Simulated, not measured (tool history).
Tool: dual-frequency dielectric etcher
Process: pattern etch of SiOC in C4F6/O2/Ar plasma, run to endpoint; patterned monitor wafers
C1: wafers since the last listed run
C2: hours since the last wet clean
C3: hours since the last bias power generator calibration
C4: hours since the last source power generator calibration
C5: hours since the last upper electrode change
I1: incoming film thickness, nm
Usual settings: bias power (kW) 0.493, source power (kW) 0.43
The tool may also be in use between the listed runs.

{"run": 1, "hour": 0.0, "bias power (kW)": 0.493, "source power (kW)": 0.43, "C1": 0, "C2": 292.8, "C3": 4806.2, "C4": 4078.9, "C5": 4722.7, "I1": 47.23, "endpoint time (s)": 14.8}
{"run": 2, "hour": 12.9, "bias power (kW)": 0.493, "source power (kW)": 0.43, "C1": 251, "C2": 305.7, "C3": 4819.1, "C4": 4091.8, "C5": 4735.6, "I1": 47.24, "endpoint time (s)": 14.6}
{"run": 3, "hour": 23.0, "bias power (kW)": 0.562, "source power (kW)": 0.43, "C1": 197, "C2": 315.8, "C3": 4829.2, "C4": 4101.9, "C5": 4745.7, "I1": 47.5, "endpoint time (s)": 14.3}
{"run": 4, "hour": 31.8, "bias power (kW)": 0.562, "source power (kW)": 0.43, "C1": 171, "C2": 324.6, "C3": 4838, "C4": 4110.7, "C5": 4754.5, "I1": 47.06, "endpoint time (s)": 14.1}
{"run": 5, "hour": 48.3, "bias power (kW)": 0.493, "source power (kW)": 0.46, "C1": 322, "C2": 341.1, "C3": 4854.5, "C4": 4127.2, "C5": 4771, "I1": 47.68, "endpoint time (s)": 14.6}
{"run": 6, "hour": 57.8, "bias power (kW)": 0.493, "source power (kW)": 0.49, "C1": 185, "C2": 350.6, "C3": 4864, "C4": 4136.7, "C5": 4780.5, "I1": 47.11, "endpoint time (s)": 14.1}
{"run": 7, "hour": 70.3, "bias power (kW)": 0.493, "source power (kW)": 0.49, "C1": 244, "C2": 363.1, "C3": 4876.5, "C4": 4149.2, "C5": 4793, "I1": 47.29, "endpoint time (s)": 14.2}
{"hour": 106.4, "done": "upper electrode replaced, of another model than before"}
{"hour": 109.3, "done": "bias power generator calibrated"}
{"run": 8, "hour": 109.8, "bias power (kW)": 0.493, "source power (kW)": 0.49, "C1": 245, "C2": 402.6, "C3": 0.5, "C4": 4188.7, "C5": 3.4, "I1": 47.01, "endpoint time (s)": 13.6}
{"run": 9, "hour": 110.1, "bias power (kW)": 0.493, "source power (kW)": 0.4, "C1": 5, "C2": 402.9, "C3": 0.8, "C4": 4189, "C5": 3.7, "I1": 47.6, "endpoint time (s)": 15.1}
{"run": 10, "hour": 112.8, "bias power (kW)": 0.493, "source power (kW)": 0.43, "C1": 52, "C2": 405.6, "C3": 3.5, "C4": 4191.7, "C5": 6.4, "I1": 47.08, "endpoint time (s)": 14.6}
{"run": 11, "hour": 122.2, "bias power (kW)": 0.398, "source power (kW)": 0.43, "C1": 183, "C2": 415, "C3": 12.9, "C4": 4201.1, "C5": 15.8, "I1": 46.94, "endpoint time (s)": 14.8}
{"run": 12, "hour": 131.9, "bias power (kW)": 0.493, "source power (kW)": 0.43, "C1": 189, "C2": 424.7, "C3": 22.6, "C4": 4210.8, "C5": 25.5, "I1": 47.27, "endpoint time (s)": 14.5}
{"run": 13, "hour": 145.3, "bias power (kW)": 0.398, "source power (kW)": 0.43, "C1": 261, "C2": 438.1, "C3": 36, "C4": 4224.2, "C5": 38.9, "I1": 47.19, "endpoint time (s)": 15}
{"hour": 151.6, "done": "source power generator calibrated"}
{"hour": 172.7, "done": "wet clean of the chamber"}
{"run": 14, "hour": 173.2, "bias power (kW)": 0.493, "source power (kW)": 0.43, "C1": 54, "C2": 0.5, "C3": 63.9, "C4": 21.6, "C5": 66.8, "I1": 46.98, "endpoint time (s)": 14.8}
{"run": 15, "hour": 173.5, "bias power (kW)": 0.59, "source power (kW)": 0.51, "C1": 5, "C2": 0.8, "C3": 64.2, "C4": 21.9, "C5": 67.1, "I1": 47.72, "endpoint time (s)": 13.8}
{"run": 16, "hour": 173.8, "bias power (kW)": 0.398, "source power (kW)": 0.43, "C1": 5, "C2": 1.1, "C3": 64.5, "C4": 22.2, "C5": 67.4, "I1": 47.35, "endpoint time (s)": 15.4}
{"run": 17, "hour": 182.1, "bias power (kW)": 0.608, "source power (kW)": 0.35, "C1": 162, "C2": 9.4, "C3": 72.8, "C4": 30.5, "C5": 75.7, "I1": 47.27, "endpoint time (s)": 15.7}
{"run": 18, "hour": 190.0, "bias power (kW)": 0.567, "source power (kW)": 0.39, "C1": 154, "C2": 17.3, "C3": 80.7, "C4": 38.4, "C5": 83.6, "I1": 47.06, "endpoint time (s)": 15.1}
{"run": 19, "hour": 205.3, "bias power (kW)": 0.422, "source power (kW)": 0.52, "C1": 298, "C2": 32.6, "C3": 96, "C4": 53.7, "C5": 98.9, "I1": 47.06, "endpoint time (s)": 14}
{"run": 20, "hour": 213.3, "bias power (kW)": 0.544, "source power (kW)": 0.52, "C1": 156, "C2": 40.6, "C3": 104, "C4": 61.7, "C5": 106.9, "I1": 47.21, "endpoint time (s)": 13.5}
{"run": 21, "hour": 250.0, "bias power (kW)": 0.565, "source power (kW)": 0.48, "C1": 716, "C2": 77.3, "C3": 140.7, "C4": 98.4, "C5": 143.6, "I1": 46.47, "endpoint time (s)": 13.7}
{"run": 22, "hour": 257.4, "bias power (kW)": 0.493, "source power (kW)": 0.33, "C1": 144, "C2": 84.7, "C3": 148.1, "C4": 105.8, "C5": 151, "I1": 47.24, "endpoint time (s)": 16.4}
{"run": 23, "hour": 267.1, "bias power (kW)": 0.398, "source power (kW)": 0.43, "C1": 189, "C2": 94.4, "C3": 157.8, "C4": 115.5, "C5": 160.7, "I1": 47.18, "endpoint time (s)": 15}
{"run": 24, "hour": 274.5, "bias power (kW)": 0.461, "source power (kW)": 0.49, "C1": 144, "C2": 101.8, "C3": 165.2, "C4": 122.9, "C5": 168.1, "I1": 47.06, "endpoint time (s)": 14.3}
{"run": 25, "hour": 282.4, "bias power (kW)": 0.538, "source power (kW)": 0.38, "C1": 154, "C2": 109.7, "C3": 173.1, "C4": 130.8, "C5": 176, "I1": 47.12, "endpoint time (s)": 15.1}

The same runs without the tool's hidden state, with the same run-to-run variation:
The hidden state here: etch rate over this chamber's usual, %; bias power that arrives over what is set, %; source power that arrives over what is set, %.
run=1 endpoint_time_(s)=15
run=2 endpoint_time_(s)=14.9
run=3 endpoint_time_(s)=14.5
run=4 endpoint_time_(s)=14.4
run=5 endpoint_time_(s)=14.9
run=6 endpoint_time_(s)=14.4
run=7 endpoint_time_(s)=14.5
run=8 endpoint_time_(s)=14
run=9 endpoint_time_(s)=15.5
run=10 endpoint_time_(s)=15
run=11 endpoint_time_(s)=15.2
run=12 endpoint_time_(s)=14.9
run=13 endpoint_time_(s)=15.4
run=14 endpoint_time_(s)=14.8
run=15 endpoint_time_(s)=13.8
run=16 endpoint_time_(s)=15.4
run=17 endpoint_time_(s)=15.8
run=18 endpoint_time_(s)=15.2
run=19 endpoint_time_(s)=14.1
run=20 endpoint_time_(s)=13.6
run=21 endpoint_time_(s)=13.9
run=22 endpoint_time_(s)=16.6
run=23 endpoint_time_(s)=15.2
run=24 endpoint_time_(s)=14.4
run=25 endpoint_time_(s)=15.3

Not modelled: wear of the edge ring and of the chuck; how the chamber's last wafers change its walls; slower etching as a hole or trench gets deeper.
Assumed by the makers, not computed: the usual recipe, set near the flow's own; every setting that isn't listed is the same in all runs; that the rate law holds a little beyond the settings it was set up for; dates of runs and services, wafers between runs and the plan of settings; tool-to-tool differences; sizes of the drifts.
